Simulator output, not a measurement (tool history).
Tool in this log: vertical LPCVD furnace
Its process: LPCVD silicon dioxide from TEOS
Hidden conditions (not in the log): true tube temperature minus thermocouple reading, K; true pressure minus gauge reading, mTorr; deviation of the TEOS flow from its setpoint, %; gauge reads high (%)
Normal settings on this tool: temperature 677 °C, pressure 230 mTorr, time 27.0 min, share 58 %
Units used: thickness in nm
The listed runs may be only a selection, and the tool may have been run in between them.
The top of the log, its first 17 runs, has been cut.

| run | hour | temperature | pressure | time | share | wafers since the last listed run | hours since the last temperature calibration | hours since the pressure gauge was zeroed | hours since the TEOS flow controller was replaced | hours since the gauge calibration | read-back reference wafer on the same gauge, thickness | thickness |
|---|---|---|---|---|---|---|---|---|---|---|---|---|
| 18 | 425.3 | 688 | 265 | 31.5 | 49 | 236 | 80.6 | 4969.6 | 112.5 | 568.5 | 98.76 | 136.65 |
|  | 461.2 | pressure gauge zeroed |
| 19 | 461.7 | 677 | 270 | 34.0 | 58 | 121 | 117.0 | 0.5 | 148.9 | 604.9 | 98.76 | 124.06 |
| 20 | 474.4 | 665 | 275 | 24.0 | 52 | 124 | 129.7 | 13.2 | 161.6 | 617.6 | 98.61 | 62.22 |
| 21 | 492.8 | 669 | 270 | 31.5 | 48 | 180 | 148.1 | 31.6 | 180.0 | 636.0 | 98.73 | 86.14 |
|  | 520.8 | gauge calibrated |
| 22 | 527.6 | 682 | 230 | 27.0 | 58 | 341 | 182.9 | 66.4 | 214.8 | 6.8 | 96.26 | 99.50 |
| 23 | 560.5 | 677 | 230 | 27.0 | 54 | 322 | 215.8 | 99.3 | 247.7 | 39.7 | 96.77 | 85.84 |
| 24 | 573.0 | 682 | 250 | 30.5 | 48 | 122 | 228.3 | 111.8 | 260.2 | 52.2 | 96.83 | 107.92 |
| 25 | 605.9 | 674 | 260 | 24.0 | 58 | 322 | 261.2 | 144.7 | 293.1 | 85.1 | 97.09 | 77.63 |
| 26 | 633.7 | 677 | 230 | 33.5 | 58 | 272 | 289.0 | 172.5 | 320.9 | 112.9 | 97.33 | 111.42 |
| 27 | 658.2 | 666 | 260 | 35.0 | 58 | 240 | 313.5 | 197.0 | 345.4 | 137.4 | 97.37 | 94.93 |
| 28 | 693.8 | 677 | 230 | 27.0 | 58 | 349 | 349.1 | 232.6 | 381.0 | 173.0 | 97.63 | 89.96 |
| 29 | 723.4 | 686 | 230 | 27.0 | 62 | 290 | 378.7 | 262.2 | 410.6 | 202.6 | 97.70 | 115.48 |
| 30 | 754.3 | 682 | 230 | 27.0 | 58 | 303 | 409.6 | 293.1 | 441.5 | 233.5 | 98.03 | 102.32 |
| 31 | 773.8 | 677 | 185 | 17.0 | 51 | 191 | 429.1 | 312.6 | 461.0 | 253.0 | 98.07 | 47.80 |

Predict each of these 4 candidate next runs independently; none follows another, all start after run 31:
| A | 778.5 | 677 | 230 | 27.0 | 58 | 46 | 433.8 | 317.3 | 465.7 | 257.7 | ? | ? |
| B | 778.5 | 666 | 190 | 18.0 | 58 | 46 | 433.8 | 317.3 | 465.7 | 257.7 | ? | ? |
| C | 778.5 | 677 | 230 | 24.5 | 68 | 46 | 433.8 | 317.3 | 465.7 | 257.7 | ? | ? |
| D | 778.5 | 677 | 180 | 27.0 | 67 | 46 | 433.8 | 317.3 | 465.7 | 257.7 | ? | ? |

| run | read-back reference wafer on the same gauge, thickness | thickness |
|---|---|---|
| A | 98.07 | 89.64 |
| B | 98.07 | 41.39 |
| C | 98.07 | 88.07 |
| D | 98.07 | 85.23 |
Stripped of hidden state, with their random variation kept, the same runs would have yielded:
| run | thickness |
|---|---|
| A | 87.71 |
| B | 40.50 |
| C | 86.18 |
| D | 83.39 |
